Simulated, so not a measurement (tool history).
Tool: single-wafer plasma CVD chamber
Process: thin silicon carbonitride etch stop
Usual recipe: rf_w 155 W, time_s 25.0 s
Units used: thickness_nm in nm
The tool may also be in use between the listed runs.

run   hour  rf_w  time_s  wafers since the last listed run  hours since the last thermocouple change  hours since the last RF generator calibration  hours since the showerhead was replaced  hours since the gauge calibration  read-back reference wafer on the same gauge, thickness_nm  thickness_nm
  1    0.0   155    25.0                                 0                                     895.5                                         1801.4                                   4154.0                                1.1                                                     13.405        14.262
  2   12.6   155    25.0                               226                                     908.1                                         1814.0                                   4166.6                               13.7                                                     13.393        14.275
  3   47.2   155    25.0                               623                                     942.7                                         1848.6                                   4201.2                               48.3                                                     13.406        14.289
  4   78.5   155    25.0                               563                                     974.0                                         1879.9                                   4232.5                               79.6                                                     13.411        14.281
  5   94.1   155    25.0                               280                                     989.6                                         1895.5                                   4248.1                               95.2                                                     13.394        14.249
  6  114.9   155    25.0                               374                                    1010.4                                         1916.3                                   4268.9                              116.0                                                     13.398        14.245
  7  219.2   135    25.0                              1878                                    1114.7                                         2020.6                                   4373.2                              220.3                                                     13.408        13.679
     239.7  -- showerhead replaced, of another model than before
  8  243.0   135    25.0                               284                                    1138.5                                         2044.4                                      3.3                              244.1                                                     13.401        13.011
  9  258.1   155    25.0                               271                                    1153.6                                         2059.5                                     18.4                              259.2                                                     13.391        13.989
 10  276.0   155    25.0                               322                                    1171.5                                         2077.4                                     36.3                              277.1                                                     13.399        13.938
 11  295.8   155    25.0                               356                                    1191.3                                         2097.2                                     56.1                              296.9                                                     13.392        13.988
 12  321.5   155    25.0                               462                                    1217.0                                         2122.9                                     81.8                              322.6                                                     13.401        13.987
     337.5  -- thermocouple changed; heater temperature recalibrated
 13  356.4   155    25.0                               484                                      18.9                                         2157.8                                    116.7                              357.5                                                     13.406        13.912
 14  370.5   145    21.1                               253                                      33.0                                         2171.9                                    130.8                              371.6                                                     13.397        11.370
 15  385.4   155    22.2                               268                                      47.9                                         2186.8                                    145.7                              386.5                                                     13.400        12.371
     416.1  -- RF generator calibrated
 16  420.5   155    20.5                               488                                      83.0                                            4.4                                    180.8                              421.6                                                     13.405        11.835
 17  448.3   170    23.6                               500                                     110.8                                           32.2                                    208.6                              449.4                                                     13.402        14.232
     451.7  -- gauge calibrated
 18  468.6   185    25.0                               365                                     131.1                                           52.5                                    228.9                               16.9                                                     13.408        15.670
 19  492.0   165    25.0                               421                                     154.5                                           75.9                                    252.3                               40.3                                                     13.406        14.868
 20  520.5   155    25.0                               513                                     183.0                                          104.4                                    280.8                               68.8                                                     13.401        14.440
 21  537.6   175    22.1                               307                                     200.1                                          121.5                                    297.9                               85.9                                                     13.399        13.513
 22  555.4   155    25.0                               320                                     217.9                                          139.3                                    315.7                              103.7                                                     13.401        14.407
 23  573.4   175    26.6                               324                                     235.9                                          157.3                                    333.7                              121.7                                                     13.399        16.247
 24  594.6   135    25.0                               381                                     257.1                                          178.5                                    354.9                              142.9                                                     13.398        13.443

Predict each of these 5 candidate next runs independently; none follows another, all start after run 24:
  A  595.0   155    28.4                                 7                                     257.5                                          178.9                                    355.3                              143.3                                                          ?             ?
  B  595.0   170    23.0                                 7                                     257.5                                          178.9                                    355.3                              143.3                                                          ?             ?
  C  595.0   185    22.7                                 7                                     257.5                                          178.9                                    355.3                              143.3                                                          ?             ?
  D  595.0   125    29.0                                 7                                     257.5                                          178.9                                    355.3                              143.3                                                          ?             ?
  E  595.0   175    25.0                                 7                                     257.5                                          178.9                                    355.3                              143.3                                                          ?             ?

run  read-back reference wafer on the same gauge, thickness_nm  thickness_nm
  A                                                     13.394        16.372
  B                                                     13.394        13.853
  C                                                     13.394        14.205
  D                                                     13.394        14.926
  E                                                     13.394        15.259
The same runs, with their run-to-run variation unchanged, on a tool lacking any hidden condition would have given:
run  thickness_nm
  A        16.571
  B        14.022
  C        14.378
  D        15.108
  E        15.445

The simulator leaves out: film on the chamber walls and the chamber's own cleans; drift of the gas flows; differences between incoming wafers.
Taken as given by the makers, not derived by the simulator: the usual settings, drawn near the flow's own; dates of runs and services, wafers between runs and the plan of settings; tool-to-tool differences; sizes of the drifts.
